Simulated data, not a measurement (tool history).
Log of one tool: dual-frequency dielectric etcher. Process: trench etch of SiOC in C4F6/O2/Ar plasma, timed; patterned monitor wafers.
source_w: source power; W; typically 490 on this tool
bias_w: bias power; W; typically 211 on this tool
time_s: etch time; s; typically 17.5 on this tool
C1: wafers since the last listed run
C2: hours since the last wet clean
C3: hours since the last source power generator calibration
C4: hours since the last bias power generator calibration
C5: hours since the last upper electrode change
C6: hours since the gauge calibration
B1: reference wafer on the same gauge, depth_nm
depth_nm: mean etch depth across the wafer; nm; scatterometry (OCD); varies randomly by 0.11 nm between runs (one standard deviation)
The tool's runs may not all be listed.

run 1 hour=0.0 | source_w=490 bias_w=211 time_s=17.5 | C1=0 C2=241.1 C3=2926.5 C4=3200.2 C5=4180.6 C6=587.3 | B1=44.90 | depth_nm=42.07
run 2 hour=33.7 | source_w=490 bias_w=211 time_s=17.5 | C1=356 C2=274.8 C3=2960.2 C4=3233.9 C5=4214.3 C6=621.0 | B1=44.89 | depth_nm=42.09
run 3 hour=48.8 | source_w=490 bias_w=211 time_s=17.5 | C1=159 C2=289.9 C3=2975.3 C4=3249.0 C5=4229.4 C6=636.1 | B1=44.86 | depth_nm=41.97
run 4 hour=81.6 | source_w=460 bias_w=211 time_s=14.5 | C1=346 C2=322.7 C3=3008.1 C4=3281.8 C5=4262.2 C6=668.9 | B1=44.94 | depth_nm=34.47
run 5 hour=108.5 | source_w=460 bias_w=211 time_s=14.5 | C1=284 C2=349.6 C3=3035.0 C4=3308.7 C5=4289.1 C6=695.8 | B1=44.90 | depth_nm=34.41
run 6 hour=124.8 | source_w=460 bias_w=211 time_s=14.5 | C1=172 C2=365.9 C3=3051.3 C4=3325.0 C5=4305.4 C6=712.1 | B1=44.89 | depth_nm=34.47
run 7 hour=145.4 | source_w=490 bias_w=211 time_s=17.5 | C1=217 C2=386.5 C3=3071.9 C4=3345.6 C5=4326.0 C6=732.7 | B1=44.88 | depth_nm=42.35
run 8 hour=175.2 | source_w=490 bias_w=211 time_s=17.5 | C1=315 C2=416.3 C3=3101.7 C4=3375.4 C5=4355.8 C6=762.5 | B1=44.91 | depth_nm=42.38
run 9 hour=199.4 | source_w=490 bias_w=211 time_s=17.5 | C1=255 C2=440.5 C3=3125.9 C4=3399.6 C5=4380.0 C6=786.7 | B1=44.90 | depth_nm=42.50
-- hour=203.0 gauge calibrated
run 10 hour=223.8 | source_w=490 bias_w=211 time_s=17.5 | C1=257 C2=464.9 C3=3150.3 C4=3424.0 C5=4404.4 C6=20.8 | B1=44.88 | depth_nm=42.30
-- hour=284.0 source power generator calibrated
-- hour=299.2 wet clean of the chamber
run 11 hour=323.5 | source_w=490 bias_w=211 time_s=17.5 | C1=850 C2=24.3 C3=39.5 C4=3523.7 C5=4504.1 C6=120.5 | B1=44.87 | depth_nm=41.69
run 12 hour=349.6 | source_w=490 bias_w=211 time_s=17.5 | C1=275 C2=50.4 C3=65.6 C4=3549.8 C5=4530.2 C6=146.6 | B1=44.90 | depth_nm=41.59
run 13 hour=365.5 | source_w=540 bias_w=211 time_s=17.5 | C1=168 C2=66.3 C3=81.5 C4=3565.7 C5=4546.1 C6=162.5 | B1=44.93 | depth_nm=42.53
run 14 hour=397.1 | source_w=570 bias_w=263 time_s=20.0 | C1=334 C2=97.9 C3=113.1 C4=3597.3 C5=4577.7 C6=194.1 | B1=44.92 | depth_nm=54.92
run 15 hour=411.3 | source_w=490 bias_w=211 time_s=14.0 | C1=150 C2=112.1 C3=127.3 C4=3611.5 C5=4591.9 C6=208.3 | B1=44.87 | depth_nm=33.38
run 16 hour=426.5 | source_w=560 bias_w=238 time_s=19.5 | C1=160 C2=127.3 C3=142.5 C4=3626.7 C5=4607.1 C6=223.5 | B1=44.91 | depth_nm=50.86
-- hour=442.5 bias power generator calibrated
run 17 hour=455.3 | source_w=570 bias_w=195 time_s=19.0 | C1=262 C2=156.1 C3=171.3 C4=12.8 C5=4635.9 C6=252.3 | B1=44.91 | depth_nm=45.14
-- hour=479.7 upper electrode replaced
run 18 hour=489.9 | source_w=490 bias_w=211 time_s=17.5 | C1=112 C2=190.7 C3=205.9 C4=47.4 C5=10.2 C6=286.9 | B1=44.92 | depth_nm=41.94
run 19 hour=524.3 | source_w=490 bias_w=211 time_s=17.5 | C1=363 C2=225.1 C3=240.3 C4=81.8 C5=44.6 C6=321.3 | B1=44.91 | depth_nm=41.89
run 20 hour=548.3 | source_w=600 bias_w=211 time_s=17.5 | C1=253 C2=249.1 C3=264.3 C4=105.8 C5=68.6 C6=345.3 | B1=44.88 | depth_nm=43.93
run 21 hour=572.3 | source_w=460 bias_w=211 time_s=14.5 | C1=253 C2=273.1 C3=288.3 C4=129.8 C5=92.6 C6=369.3 | B1=44.91 | depth_nm=34.25
run 22 hour=589.4 | source_w=370 bias_w=253 time_s=22.0 | C1=180 C2=290.2 C3=305.4 C4=146.9 C5=109.7 C6=386.4 | B1=44.89 | depth_nm=54.70
run 23 hour=608.2 | source_w=370 bias_w=211 time_s=15.0 | C1=198 C2=309.0 C3=324.2 C4=165.7 C5=128.5 C6=405.2 | B1=44.89 | depth_nm=34.12
run 24 hour=629.2 | source_w=490 bias_w=181 time_s=12.5 | C1=222 C2=330.0 C3=345.2 C4=186.7 C5=149.5 C6=426.2 | B1=44.88 | depth_nm=27.93
run 25 hour=722.1 | source_w=370 bias_w=211 time_s=17.5 | C1=982 C2=422.9 C3=438.1 C4=279.6 C5=242.4 C6=519.1 | B1=44.90 | depth_nm=40.02
-- hour=747.9 wet clean of the chamber
run 26 hour=748.4 | source_w=490 bias_w=211 time_s=21.5 | C1=24 C2=0.5 C3=464.4 C4=305.9 C5=268.7 C6=545.4 | B1=44.91 | depth_nm=50.82
run 27 hour=771.7 | source_w=490 bias_w=211 time_s=17.5 | C1=246 C2=23.8 C3=487.7 C4=329.2 C5=292.0 C6=568.7 | B1=44.93 | depth_nm=41.67
run 28 hour=788.2 | source_w=400 bias_w=242 time_s=12.5 | C1=174 C2=40.3 C3=504.2 C4=345.7 C5=308.5 C6=585.2 | B1=44.90 | depth_nm=30.41
run 29 hour=810.9 | source_w=490 bias_w=211 time_s=13.0 | C1=239 C2=63.0 C3=526.9 C4=368.4 C5=331.2 C6=607.9 | B1=44.91 | depth_nm=30.89

Below are 5 alternative next runs, each starting from the tool's condition after run 29. Predict each:
run A hour=811.3 | source_w=490 bias_w=211 time_s=20.0 | C1=4 C2=63.4 C3=527.3 C4=368.8 C5=331.6 C6=608.3 | B1=? | depth_nm=?
run B hour=811.3 | source_w=580 bias_w=211 time_s=14.0 | C1=4 C2=63.4 C3=527.3 C4=368.8 C5=331.6 C6=608.3 | B1=? | depth_nm=?
run C hour=811.3 | source_w=490 bias_w=226 time_s=17.5 | C1=4 C2=63.4 C3=527.3 C4=368.8 C5=331.6 C6=608.3 | B1=? | depth_nm=?
run D hour=811.3 | source_w=580 bias_w=160 time_s=14.0 | C1=4 C2=63.4 C3=527.3 C4=368.8 C5=331.6 C6=608.3 | B1=? | depth_nm=?
run E hour=811.3 | source_w=540 bias_w=226 time_s=14.5 | C1=4 C2=63.4 C3=527.3 C4=368.8 C5=331.6 C6=608.3 | B1=? | depth_nm=?

run=A B1=44.89 depth_nm=47.31
run=B B1=44.89 depth_nm=34.39
run=C B1=44.89 depth_nm=42.82
run=D B1=44.89 depth_nm=29.85
run=E B1=44.89 depth_nm=36.24
Had the tool no hidden state, the same runs would have come out as:
run=A depth_nm=47.34
run=B depth_nm=34.42
run=C depth_nm=42.85
run=D depth_nm=29.88
run=E depth_nm=36.27
